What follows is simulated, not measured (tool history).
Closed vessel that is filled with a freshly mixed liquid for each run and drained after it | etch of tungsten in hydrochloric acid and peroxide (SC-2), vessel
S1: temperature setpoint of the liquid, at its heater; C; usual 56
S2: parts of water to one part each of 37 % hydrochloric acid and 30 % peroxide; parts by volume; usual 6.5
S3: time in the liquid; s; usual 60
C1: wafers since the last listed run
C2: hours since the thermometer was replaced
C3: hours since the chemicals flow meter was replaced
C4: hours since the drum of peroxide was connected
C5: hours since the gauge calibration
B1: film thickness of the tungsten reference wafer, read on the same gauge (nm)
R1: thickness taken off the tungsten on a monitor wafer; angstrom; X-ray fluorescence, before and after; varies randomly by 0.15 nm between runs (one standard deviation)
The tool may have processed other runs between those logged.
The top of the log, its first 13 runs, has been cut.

run 14 day=24.954 | S1=56 S2=6.5 S3=45 | C1=2349 C2=999.3 C3=206.1 C4=908.2 C5=1510.8 | B1=89.99 | R1=269.7
run 15 day=29.233 | S1=56 S2=9 S3=60 | C1=8679 C2=1102 C3=308.8 C4=1010.9 C5=1613.5 | B1=90.01 | R1=278.7
run 16 day=31.258 | S1=63.5 S2=8.5 S3=60 | C1=4107 C2=1150.6 C3=357.4 C4=1059.5 C5=1662.1 | B1=89.99 | R1=469.9
run 17 day=32.479 | S1=61.5 S2=4 S3=30 | C1=2476 C2=1179.9 C3=386.7 C4=1088.8 C5=1691.4 | B1=90.02 | R1=364.7
-- day=33.233 new drum of peroxide connected
-- day=35.225 gauge calibrated
run 18 day=35.233 | S1=56 S2=5 S3=60 | C1=5502 C2=1246 C3=452.8 C4=48 C5=0.2 | B1=89.99 | R1=438.2
-- day=36.221 chemicals flow meter replaced
run 19 day=36.9 | S1=60 S2=5 S3=50 | C1=3296 C2=1286 C3=16.3 C4=88 C5=40.2 | B1=89.99 | R1=471
-- day=39.804 thermometer replaced
run 20 day=39.825 | S1=56 S2=6.5 S3=90 | C1=5848 C2=0.5 C3=86.5 C4=158.2 C5=110.4 | B1=89.99 | R1=538.4
run 21 day=41.375 | S1=62 S2=7.5 S3=45 | C1=3144 C2=37.7 C3=123.7 C4=195.4 C5=147.6 | B1=90.02 | R1=350.4
run 22 day=43.146 | S1=56 S2=6.5 S3=60 | C1=3591 C2=80.2 C3=166.2 C4=237.9 C5=190.1 | B1=90 | R1=358.1
run 23 day=45.988 | S1=49 S2=6.5 S3=60 | C1=5764 C2=148.4 C3=234.4 C4=306.1 C5=258.3 | B1=89.98 | R1=227.3
run 24 day=47.575 | S1=56 S2=6.5 S3=35 | C1=3220 C2=186.5 C3=272.5 C4=344.2 C5=296.4 | B1=90 | R1=211.2
run 25 day=50.262 | S1=64.5 S2=5.5 S3=85 | C1=5451 C2=251 C3=337 C4=408.7 C5=360.9 | B1=89.99 | R1=983.3
run 26 day=53.208 | S1=56 S2=4.5 S3=70 | C1=5975 C2=321.7 C3=407.7 C4=479.4 C5=431.6 | B1=89.98 | R1=552.4
run 27 day=54.671 | S1=63.5 S2=8.5 S3=70 | C1=2966 C2=356.8 C3=442.8 C4=514.5 C5=466.7 | B1=90.01 | R1=544.6
run 28 day=57.421 | S1=65 S2=6.5 S3=60 | C1=5578 C2=422.8 C3=508.8 C4=580.5 C5=532.7 | B1=90.01 | R1=626.8
run 29 day=60.262 | S1=51 S2=6.5 S3=30 | C1=5764 C2=491 C3=577 C4=648.7 C5=600.9 | B1=89.99 | R1=130.1
-- day=61.829 chemicals flow meter replaced
run 30 day=62.8 | S1=50 S2=6.5 S3=60 | C1=5062 C2=551.9 C3=23.3 C4=709.6 C5=661.8 | B1=90.01 | R1=244.1

Alternative continuations, all from the tool just after run 30; predict every row:
run A day=62.829 | S1=56 S2=6.5 S3=60 | C1=59 C2=552.6 C3=24 C4=710.3 C5=662.5 | B1=? | R1=?
run B day=62.829 | S1=50.5 S2=6.5 S3=60 | C1=59 C2=552.6 C3=24 C4=710.3 C5=662.5 | B1=? | R1=?
run C day=62.829 | S1=56 S2=9 S3=45 | C1=59 C2=552.6 C3=24 C4=710.3 C5=662.5 | B1=? | R1=?
run D day=62.829 | S1=47.5 S2=7.5 S3=90 | C1=59 C2=552.6 C3=24 C4=710.3 C5=662.5 | B1=? | R1=?

run=A B1=89.99 R1=359.1
run=B B1=89.99 R1=250.7
run=C B1=89.99 R1=208.1
run=D B1=89.99 R1=275.1
Without the tool's unlogged condition, the same runs would have read:
run=A R1=359.1
run=B R1=250.7
run=C R1=208.1
run=D R1=275.1
